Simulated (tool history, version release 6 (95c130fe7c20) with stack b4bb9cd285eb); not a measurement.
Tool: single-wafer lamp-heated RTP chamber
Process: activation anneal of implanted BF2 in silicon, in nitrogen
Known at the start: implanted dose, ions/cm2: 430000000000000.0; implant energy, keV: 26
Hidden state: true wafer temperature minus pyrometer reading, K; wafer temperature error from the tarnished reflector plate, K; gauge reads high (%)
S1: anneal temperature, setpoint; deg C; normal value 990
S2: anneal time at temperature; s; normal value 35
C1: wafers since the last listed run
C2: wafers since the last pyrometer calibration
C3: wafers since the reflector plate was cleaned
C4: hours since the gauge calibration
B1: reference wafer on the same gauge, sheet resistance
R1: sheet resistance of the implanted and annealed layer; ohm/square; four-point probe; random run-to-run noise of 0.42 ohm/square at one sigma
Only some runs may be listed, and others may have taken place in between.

| run | day | S1 | S2 | C1 | C2 | C3 | C4 | B1 | R1 |
|---|---|---|---|---|---|---|---|---|---|
| 1 | 0.000 | 990 | 35 | 0 | 798 | 9794 | 220.6 | 278.92 | 279.64 |
| 2 | 0.633 | 990 | 35 | 147 | 946 | 9941 | 235.8 | 279.08 | 279.42 |
| 3 | 1.242 | 990 | 35 | 141 | 1088 | 10083 | 250.4 | 279.05 | 279.57 |
| 4 | 2.400 | 990 | 35 | 270 | 1358 | 10353 | 278.2 | 279.00 | 279.45 |
| 5 | 2.954 | 990 | 35 | 129 | 1487 | 10482 | 291.5 | 279.04 | 278.28 |
| 6 | 4.346 | 990 | 23 | 324 | 1811 | 10807 | 324.9 | 279.01 | 280.98 |
| 7 | 5.775 | 990 | 35 | 333 | 2145 | 11140 | 359.2 | 279.11 | 278.27 |
| 8 | 6.792 | 990 | 35 | 236 | 2381 | 11377 | 383.6 | 279.02 | 278.38 |
| 9 | 8.158 | 990 | 35 | 318 | 2700 | 11695 | 416.4 | 279.02 | 277.60 |
| 10 | 8.862 | 990 | 35 | 164 | 2864 | 11860 | 433.3 | 279.07 | 277.47 |
| 11 | 9.750 | 990 | 35 | 206 | 3071 | 12066 | 454.6 | 279.03 | 277.32 |
| 12 | 10.617 | 990 | 35 | 202 | 3273 | 12268 | 475.4 | 278.92 | 276.95 |
|  | 11.692 | pyrometer window cleaned and pyrometer calibrated |
| 13 | 11.712 | 990 | 35 | 177 | 5 | 12446 | 501.7 | 278.98 | 279.04 |
| 14 | 12.883 | 990 | 35 | 272 | 278 | 12719 | 529.8 | 279.06 | 278.94 |
| 15 | 13.725 | 990 | 35 | 196 | 474 | 12915 | 550.0 | 278.97 | 278.72 |
|  | 14.833 | gauge calibrated |
| 16 | 14.871 | 990 | 35 | 267 | 741 | 13182 | 0.9 | 278.96 | 278.89 |
|  | 15.950 | reflector plate cleaned |
| 17 | 15.988 | 979 | 35 | 182 | 923 | 8 | 27.7 | 279.00 | 284.87 |
| 18 | 17.183 | 979 | 35 | 278 | 1202 | 287 | 56.4 | 279.01 | 283.74 |

Run 19, settings as shown, results not yet in. Your forecast:
| 19 | 21.604 | 1013 | 49 | 1030 | 2233 | 1318 | 162.5 | ? | ? |

{"run 19": {"B1": 278.94, "R1": 271.86}}
If the tool had no hidden condition, the same run with the same run-to-run variation would have returned R1 272.98 ohm/square.
